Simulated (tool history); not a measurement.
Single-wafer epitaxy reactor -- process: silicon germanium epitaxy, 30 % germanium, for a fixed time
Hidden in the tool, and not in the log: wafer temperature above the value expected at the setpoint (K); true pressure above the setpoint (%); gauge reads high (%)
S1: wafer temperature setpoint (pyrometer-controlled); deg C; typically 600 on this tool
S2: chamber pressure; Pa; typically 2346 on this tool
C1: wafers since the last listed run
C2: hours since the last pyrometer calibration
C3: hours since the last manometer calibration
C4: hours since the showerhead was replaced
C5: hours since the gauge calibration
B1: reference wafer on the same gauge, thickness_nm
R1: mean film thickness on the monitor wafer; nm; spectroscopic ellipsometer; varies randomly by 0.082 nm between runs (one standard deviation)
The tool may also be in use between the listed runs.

run     day   S1    S2   C1      C2      C3      C4     C5      B1      R1
  1       0  588  2346    0  1683.9    2386  6501.3  138.1  50.496  40.054
  2    0.45  588  2346  163  1694.7  2396.8  6512.1  148.9  50.503  39.997
  3   1.092  588  2346  232  1710.1  2412.2  6527.5  164.3  50.514  40.082
  4   1.592  600  2346  181  1722.1  2424.2  6539.5  176.3  50.526  51.208
  5   1.854  600  2346   95  1728.4  2430.5  6545.8  182.6  50.475  51.225
  6   2.329  600  2346  172  1739.8  2441.9  6557.2    194  50.522  51.104
  7   2.758  600  2346  155  1750.1  2452.2  6567.5  204.3  50.498  51.141
  8   3.262  600  2346  182  1762.2  2464.3  6579.6  216.4  50.506  51.265
  9   3.825  592  2093  204  1775.7  2477.8  6593.1  229.9  50.505  42.148
 10   4.567  592  2093  269  1793.5  2495.6  6610.9  247.7  50.515  41.968
      5.042  -- pyrometer calibrated
 11   5.062  600  2346   58     0.5  2507.5  6622.8  259.6  50.515  54.872
 12   5.679  600  2346  223    15.3  2522.3  6637.6  274.4  50.486  54.963
        6.1  -- gauge calibrated
 13   6.117  595  2346  158    25.8  2532.8  6648.1    0.4  50.506  49.718
 14   6.562  595  2346  161    36.5  2543.5  6658.8   11.1  50.486  49.418
 15   7.258  595  2346  252    53.2  2560.2  6675.5   27.8  50.479  49.641
 16   7.629  600  2813  134    62.1  2569.1  6684.4   36.7  50.486  57.759
 17   8.362  588  2706  266    79.7  2586.7    6702   54.3  50.517  44.593
      8.854  -- showerhead replaced
 18   8.875  589  2706   65      92    2599     0.5   66.6  50.492  45.556
 19     9.2  600  2346  117    99.8  2606.8     8.3   74.4  50.497  54.832
 20  10.504  608  2493  473   131.1  2638.1    39.6  105.7  50.498  64.946
 21  11.188  600  1973  247   147.5  2654.5      56  122.1  50.509  52.314
 22  11.458  611  1840   98     154    2661    62.5  128.6  50.488  63.586
 23  11.896  588  1813  158   164.5  2671.5      73  139.1  50.487  40.168
     12.333  -- capacitance manometer re-zeroed and calibrated
 24  12.354  595  1880   45   175.5     0.5      84  150.1  50.531  46.614
 25  12.912  600  2346  202   188.9    13.9    97.4  163.5   50.48  54.747
 26  13.275  600  2346  131   197.6    22.6   106.1  172.2  50.499   54.39
 27      14  592  2773  263     215      40   123.5  189.6  50.534  48.591
 28  14.479  600  2626  173   226.5    51.5     135  201.1  50.484  56.124
 29  15.225  600  2346  270   244.4    69.4   152.9    219  50.508  54.445
 30  15.504  600  2346  101   251.1    76.1   159.6  225.7  50.488   54.49
 31  15.933  595  2733  155   261.4    86.4   169.9    236  50.486  51.277
 32  16.521  588  2493  213   275.5   100.5     184  250.1  50.497  43.258

Forecast each of these 5 alternatives for the next run:
  A  16.538  600  2520   6  275.9  100.9  184.4  250.5   ?   ?
  B  16.538  600  2746   6  275.9  100.9  184.4  250.5   ?   ?
  C  16.538  592  2000   6  275.9  100.9  184.4  250.5   ?   ?
  D  16.538  610  2346   6  275.9  100.9  184.4  250.5   ?   ?
  E  16.538  593  1827   6  275.9  100.9  184.4  250.5   ?   ?

run      B1      R1
  A  50.498  55.497
  B  50.498  56.845
  C  50.498  44.415
  D  50.498  66.315
  E  50.498  44.313
Stripped of hidden state, with their random variation kept, the same runs would have yielded:
run      R1
  A  55.598
  B  56.949
  C  44.498
  D  66.433
  E  44.395
